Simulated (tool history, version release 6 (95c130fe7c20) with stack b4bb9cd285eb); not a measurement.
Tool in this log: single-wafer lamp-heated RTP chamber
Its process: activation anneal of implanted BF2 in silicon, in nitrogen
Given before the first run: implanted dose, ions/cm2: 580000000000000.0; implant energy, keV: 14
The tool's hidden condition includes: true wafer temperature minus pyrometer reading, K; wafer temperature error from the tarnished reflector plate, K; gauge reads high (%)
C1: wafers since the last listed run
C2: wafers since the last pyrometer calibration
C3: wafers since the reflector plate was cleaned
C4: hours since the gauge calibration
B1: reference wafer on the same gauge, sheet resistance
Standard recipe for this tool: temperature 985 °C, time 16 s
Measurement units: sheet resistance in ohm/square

{"run": 1, "day": 0.0, "temperature": 985, "time": 16, "C1": 0, "C2": 3370, "C3": 9221, "C4": 156.8, "B1": 391.83, "sheet resistance": 319.7}
{"run": 2, "day": 0.279, "temperature": 985, "time": 16, "C1": 65, "C2": 3435, "C3": 9286, "C4": 163.5, "B1": 392.19, "sheet resistance": 318.94}
{"run": 3, "day": 0.754, "temperature": 985, "time": 16, "C1": 110, "C2": 3546, "C3": 9397, "C4": 174.9, "B1": 391.53, "sheet resistance": 319.54}
{"run": 4, "day": 1.35, "temperature": 1008, "time": 16, "C1": 138, "C2": 3685, "C3": 9536, "C4": 189.2, "B1": 392.17, "sheet resistance": 294.19}
{"run": 5, "day": 1.783, "temperature": 995, "time": 16, "C1": 100, "C2": 3786, "C3": 9637, "C4": 199.6, "B1": 391.95, "sheet resistance": 306.97}
{"run": 6, "day": 2.088, "temperature": 995, "time": 16, "C1": 70, "C2": 3857, "C3": 9708, "C4": 206.9, "B1": 391.86, "sheet resistance": 305.62}
{"run": 7, "day": 2.6, "temperature": 985, "time": 16, "C1": 119, "C2": 3976, "C3": 9827, "C4": 219.2, "B1": 391.77, "sheet resistance": 318.24}
{"day": 2.967, "done": "reflector plate cleaned"}
{"day": 3.721, "done": "gauge calibrated"}
{"day": 4.238, "done": "pyrometer window cleaned and pyrometer calibrated"}
{"run": 8, "day": 4.258, "temperature": 985, "time": 16, "C1": 231, "C2": 5, "C3": 222, "C4": 12.9, "B1": 391.9, "sheet resistance": 338.23}
{"run": 9, "day": 4.604, "temperature": 985, "time": 16, "C1": 80, "C2": 85, "C3": 303, "C4": 21.2, "B1": 392.15, "sheet resistance": 335.76}
{"run": 10, "day": 5.212, "temperature": 985, "time": 16, "C1": 141, "C2": 227, "C3": 445, "C4": 35.8, "B1": 392.07, "sheet resistance": 334.71}
{"run": 11, "day": 5.829, "temperature": 996, "time": 7, "C1": 143, "C2": 371, "C3": 589, "C4": 50.6, "B1": 392.06, "sheet resistance": 342.41}
{"run": 12, "day": 6.342, "temperature": 976, "time": 9, "C1": 119, "C2": 490, "C3": 708, "C4": 62.9, "B1": 392.03, "sheet resistance": 369.54}
{"run": 13, "day": 6.621, "temperature": 1006, "time": 8, "C1": 65, "C2": 555, "C3": 773, "C4": 69.6, "B1": 391.89, "sheet resistance": 323.3}
{"run": 14, "day": 7.15, "temperature": 971, "time": 19, "C1": 123, "C2": 679, "C3": 896, "C4": 82.3, "B1": 392.13, "sheet resistance": 351.49}
{"run": 15, "day": 7.462, "temperature": 985, "time": 20, "C1": 72, "C2": 751, "C3": 969, "C4": 89.8, "B1": 391.96, "sheet resistance": 323.33}
{"run": 16, "day": 8.142, "temperature": 985, "time": 16, "C1": 158, "C2": 910, "C3": 1127, "C4": 106.1, "B1": 391.9, "sheet resistance": 327.42}
{"run": 17, "day": 8.483, "temperature": 1012, "time": 10, "C1": 79, "C2": 989, "C3": 1207, "C4": 114.3, "B1": 391.92, "sheet resistance": 307.83}
{"run": 18, "day": 9.171, "temperature": 1004, "time": 16, "C1": 160, "C2": 1149, "C3": 1367, "C4": 130.8, "B1": 391.91, "sheet resistance": 303.43}

Each row is a separate what-if for the run after 18, all from the same tool condition, not one after another. Results?
{"run": "A", "day": 9.188, "temperature": 1002, "time": 16, "C1": 3, "C2": 1153, "C3": 1371, "C4": 131.2, "B1": "?", "sheet resistance": "?"}
{"run": "B", "day": 9.188, "temperature": 985, "time": 22, "C1": 3, "C2": 1153, "C3": 1371, "C4": 131.2, "B1": "?", "sheet resistance": "?"}
{"run": "C", "day": 9.188, "temperature": 961, "time": 16, "C1": 3, "C2": 1153, "C3": 1371, "C4": 131.2, "B1": "?", "sheet resistance": "?"}
{"run": "D", "day": 9.188, "temperature": 1004, "time": 24, "C1": 3, "C2": 1153, "C3": 1371, "C4": 131.2, "B1": "?", "sheet resistance": "?"}

run=A B1=391.86 sheet_resistance=304.04
run=B B1=391.86 sheet_resistance=315.67
run=C B1=391.86 sheet_resistance=377
run=D B1=391.86 sheet_resistance=292.2
The same runs, with their run-to-run variation unchanged, on a tool lacking any hidden condition would have given:
run=A sheet_resistance=310.71
run=B sheet_resistance=325.53
run=C sheet_resistance=394.22
run=D sheet_resistance=298.27
